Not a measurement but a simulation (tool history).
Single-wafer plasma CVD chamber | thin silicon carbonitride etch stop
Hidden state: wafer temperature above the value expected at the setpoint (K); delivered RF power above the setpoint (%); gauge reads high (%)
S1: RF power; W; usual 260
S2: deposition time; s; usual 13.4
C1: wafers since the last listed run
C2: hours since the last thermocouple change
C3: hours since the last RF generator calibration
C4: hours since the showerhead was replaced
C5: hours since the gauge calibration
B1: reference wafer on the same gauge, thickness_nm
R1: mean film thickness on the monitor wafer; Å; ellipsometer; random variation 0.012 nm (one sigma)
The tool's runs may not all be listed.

run 1 day=0.000 | S1=260 S2=13.4 | C1=0 C2=2575.8 C3=1934.3 C4=2885.5 C5=99.7 | B1=9.239 | R1=83.08
run 2 day=0.300 | S1=260 S2=13.4 | C1=146 C2=2583.0 C3=1941.5 C4=2892.7 C5=106.9 | B1=9.240 | R1=82.86
run 3 day=0.883 | S1=260 S2=13.4 | C1=283 C2=2597.0 C3=1955.5 C4=2906.7 C5=120.9 | B1=9.235 | R1=82.98
run 4 day=1.271 | S1=300 S2=13.4 | C1=188 C2=2606.3 C3=1964.8 C4=2916.0 C5=130.2 | B1=9.228 | R1=86.88
run 5 day=1.579 | S1=300 S2=13.4 | C1=150 C2=2613.7 C3=1972.2 C4=2923.4 C5=137.6 | B1=9.225 | R1=86.82
run 6 day=1.958 | S1=300 S2=13.4 | C1=184 C2=2622.8 C3=1981.3 C4=2932.5 C5=146.7 | B1=9.224 | R1=86.94
run 7 day=2.408 | S1=260 S2=13.4 | C1=219 C2=2633.6 C3=1992.1 C4=2943.3 C5=157.5 | B1=9.224 | R1=82.69
run 8 day=3.133 | S1=260 S2=13.4 | C1=352 C2=2651.0 C3=2009.5 C4=2960.7 C5=174.9 | B1=9.213 | R1=83.05
run 9 day=3.742 | S1=260 S2=13.4 | C1=296 C2=2665.6 C3=2024.1 C4=2975.3 C5=189.5 | B1=9.205 | R1=82.72
run 10 day=4.238 | S1=230 S2=13.4 | C1=241 C2=2677.5 C3=2036.0 C4=2987.2 C5=201.4 | B1=9.207 | R1=79.52
run 11 day=4.850 | S1=210 S2=11.7 | C1=298 C2=2692.2 C3=2050.7 C4=3001.9 C5=216.1 | B1=9.198 | R1=67.43
run 12 day=5.138 | S1=260 S2=13.4 | C1=139 C2=2699.1 C3=2057.6 C4=3008.8 C5=223.0 | B1=9.194 | R1=82.50
-- day=5.825 RF generator calibrated
-- day=6.004 thermocouple changed; heater temperature recalibrated
run 13 day=6.025 | S1=300 S2=14.5 | C1=182 C2=0.5 C3=4.8 C4=3030.1 C5=244.3 | B1=9.189 | R1=93.77
run 14 day=6.433 | S1=230 S2=14.6 | C1=198 C2=10.3 C3=14.6 C4=3039.9 C5=254.1 | B1=9.186 | R1=86.26
run 15 day=6.879 | S1=260 S2=13.4 | C1=217 C2=21.0 C3=25.3 C4=3050.6 C5=264.8 | B1=9.183 | R1=82.58
-- day=7.117 gauge calibrated
-- day=7.658 showerhead replaced
run 16 day=7.679 | S1=230 S2=13.4 | C1=227 C2=40.2 C3=44.5 C4=0.5 C5=13.5 | B1=9.251 | R1=79.95
run 17 day=7.958 | S1=310 S2=15.7 | C1=135 C2=46.9 C3=51.2 C4=7.2 C5=20.2 | B1=9.254 | R1=103.20
run 18 day=8.650 | S1=245 S2=14.7 | C1=336 C2=63.5 C3=67.8 C4=23.8 C5=36.8 | B1=9.247 | R1=89.22
run 19 day=10.000 | S1=220 S2=12.1 | C1=657 C2=95.9 C3=100.2 C4=56.2 C5=69.2 | B1=9.233 | R1=70.99

Some steps in R1 between neighbouring runs. How much of each would the tool show without its hidden state too (settings, what came in, random variation), and how much is left for the hidden state, with any gauge scatter that isn't in both results?
Run 15 -> 16: S1 260 -> 230, gauge calibrated, showerhead replaced. R1 -2.63 Å: hidden state +0.67, all else -3.30.
Run 16 -> 17: S1 230 -> 310, S2 13.4 -> 15.7. R1 +23.25 Å: hidden state -0.06, all else +23.31.

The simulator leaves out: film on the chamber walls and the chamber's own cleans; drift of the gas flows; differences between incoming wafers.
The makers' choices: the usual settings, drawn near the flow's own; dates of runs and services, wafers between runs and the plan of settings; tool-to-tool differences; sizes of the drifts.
